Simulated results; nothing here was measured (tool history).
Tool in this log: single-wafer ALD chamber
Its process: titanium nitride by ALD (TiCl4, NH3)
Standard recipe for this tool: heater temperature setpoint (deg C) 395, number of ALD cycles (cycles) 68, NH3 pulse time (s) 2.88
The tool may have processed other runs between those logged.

run   hour  heater temperature setpoint (deg C)  number of ALD cycles (cycles)  NH3 pulse time (s)  wafers since the last listed run  hours since the last thermocouple change  hours since the showerhead was replaced  hours since the gauge calibration  read-back reference wafer on the same gauge, thickness_nm  mean film thickness on the monitor wafer (nm)
  1      0                                  395                             68                2.88                                 0                                    1291.6                                   7032.9                              265.2                                                      1.383                                          1.594
  2   65.5                                  395                             68                2.88                               197                                    1357.1                                   7098.4                              330.7                                                      1.377                                           1.59
  3  124.6                                  395                             68                2.88                               178                                    1416.2                                   7157.5                              389.8                                                      1.374                                          1.595
  4  188.7                                  395                             68                2.18                               193                                    1480.3                                   7221.6                              453.9                                                       1.37                                          1.566
  5  256.2                                  395                             68                2.18                               203                                    1547.8                                   7289.1                              521.4                                                      1.366                                          1.535
  6  297.3                                  395                             68                2.88                               124                                    1588.9                                   7330.2                              562.5                                                      1.364                                          1.563
     349.9  -- thermocouple changed; heater temperature recalibrated
  7  350.4                                  395                             68                2.88                               136                                       0.5                                   7383.3                              615.6                                                      1.364                                           1.57
     360.1  -- gauge calibrated
     381.2  -- showerhead replaced
  8  417.3                                  395                             72                2.88                               177                                      67.4                                     36.1                               57.2                                                      1.397                                          1.704
  9    465                                  385                             61                3.51                               143                                     115.1                                     83.8                              104.9                                                      1.395                                          1.454
 10  497.3                                  395                             57                2.21                                97                                     147.4                                    116.1                              137.2                                                      1.395                                           1.32
 11  532.3                                  406                             77                3.64                               105                                     182.4                                    151.1                              172.2                                                       1.39                                          1.841
 12  563.3                                  395                             68                2.88                                93                                     213.4                                    182.1                              203.2                                                      1.389                                          1.587
 13  607.9                                  395                             68                2.88                               134                                       258                                    226.7                              247.8                                                      1.389                                            1.6
 14  807.6                                  395                             60                2.88                               602                                     457.7                                    426.4                              447.5                                                      1.374                                          1.396

Here are 4 independent what-if runs from the current tool condition. What would each one return?
  A  808.2                                  395                             68                2.88                                 1                                     458.3                                      427                              448.1                                                          ?                                              ?
  B  808.2                                  395                             73                2.88                                 1                                     458.3                                      427                              448.1                                                          ?                                              ?
  C  808.2                                  385                             68                2.88                                 1                                     458.3                                      427                              448.1                                                          ?                                              ?
  D  808.2                                  389                             80                3.35                                 1                                     458.3                                      427                              448.1                                                          ?                                              ?

run  read-back reference wafer on the same gauge, thickness_nm  mean film thickness on the monitor wafer (nm)
  A                                                      1.375                                          1.587
  B                                                      1.375                                          1.704
  C                                                      1.375                                          1.578
  D                                                      1.375                                          1.872
The same runs, with their run-to-run variation unchanged, on a tool lacking any hidden condition would have given:
run  mean film thickness on the monitor wafer (nm)
  A                                          1.615
  B                                          1.734
  C                                          1.605
  D                                          1.904
